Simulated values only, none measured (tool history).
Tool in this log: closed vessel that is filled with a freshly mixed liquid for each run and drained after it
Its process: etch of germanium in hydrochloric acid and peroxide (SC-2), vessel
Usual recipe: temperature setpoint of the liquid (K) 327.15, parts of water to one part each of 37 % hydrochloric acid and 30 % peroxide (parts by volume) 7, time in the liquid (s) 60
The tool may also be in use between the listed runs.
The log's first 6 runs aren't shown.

| run | hour | temperature setpoint of the liquid (K) | parts of water to one part each of 37 % hydrochloric acid and 30 % peroxide (parts by volume) | time in the liquid (s) | read-back film thickness of the germanium reference wafer, read on the same gauge (nm) | thickness taken off the germanium on a monitor wafer (angstrom) |
|---|---|---|---|---|---|---|
| 7 | 269 | 327.15 | 7 | 60 | 130.01 | 2022.8 |
| 8 | 313.5 | 327.15 | 7 | 60 | 130.02 | 2006.1 |
|  | 347.5 | gauge calibrated |
| 9 | 367.2 | 318.15 | 4 | 35 | 130 | 895.1 |
| 10 | 392.5 | 324.65 | 4.5 | 85 | 130 | 2648.4 |
| 11 | 463.6 | 324.15 | 5 | 80 | 130.01 | 2496.6 |
|  | 494.4 | chemicals flow meter replaced |
| 12 | 501 | 323.15 | 9 | 45 | 130.01 | 1331.4 |
| 13 | 560.7 | 327.15 | 7 | 60 | 130.01 | 2071.8 |
|  | 584.7 | thermometer replaced |
| 14 | 588.6 | 333.15 | 9 | 45 | 130.02 | 1657.3 |
|  | 602.6 | new drum of peroxide connected |
| 15 | 637 | 322.65 | 10 | 85 | 130 | 2268.3 |
| 16 | 706.9 | 327.15 | 7 | 85 | 130.02 | 2692.9 |
| 17 | 733.4 | 322.15 | 4 | 30 | 130 | 820 |
| 18 | 779.1 | 335.15 | 7 | 90 | 129.99 | 3654.7 |
| 19 | 816.3 | 327.15 | 7 | 60 | 129.99 | 1915.4 |
| 20 | 856.4 | 327.15 | 7 | 60 | 130.01 | 1917.8 |
| 21 | 916.4 | 322.65 | 5.5 | 85 | 129.99 | 2417.1 |
| 22 | 976 | 337.15 | 7 | 80 | 129.98 | 3453.8 |
| 23 | 1014.6 | 320.65 | 7 | 50 | 130.01 | 1299.7 |
| 24 | 1052.3 | 327.15 | 9.5 | 60 | 129.98 | 1902.1 |
| 25 | 1095.5 | 317.15 | 5 | 60 | 129.99 | 1416.1 |
| 26 | 1156.8 | 322.15 | 5 | 85 | 130.01 | 2398.5 |
| 27 | 1202.7 | 324.15 | 5 | 80 | 129.99 | 2377.5 |
| 28 | 1248.6 | 327.15 | 10.5 | 95 | 130.03 | 2972.3 |
| 29 | 1284.2 | 327.15 | 7 | 40 | 130.02 | 1299.1 |
| 30 | 1324.1 | 317.65 | 4 | 35 | 129.99 | 837.8 |
|  | 1353.6 | chemicals flow meter replaced |
| 31 | 1353.9 | 335.15 | 7 | 70 | 130.01 | 2855.3 |

What if the next run were any one of these 3? Each begins from the tool's condition after run 31:
| A | 1354.6 | 327.15 | 7 | 60 | ? | ? |
| B | 1354.6 | 324.65 | 7 | 60 | ? | ? |
| C | 1354.6 | 320.15 | 9 | 35 | ? | ? |

| run | read-back film thickness of the germanium reference wafer, read on the same gauge (nm) | thickness taken off the germanium on a monitor wafer (angstrom) |
|---|---|---|
| A | 129.99 | 1962.5 |
| B | 129.99 | 1816.1 |
| C | 129.99 | 903.3 |
Had the tool no hidden state, the same runs would have come out as:
| run | thickness taken off the germanium on a monitor wafer (angstrom) |
|---|---|
| A | 1884.7 |
| B | 1742.8 |
| C | 866.1 |
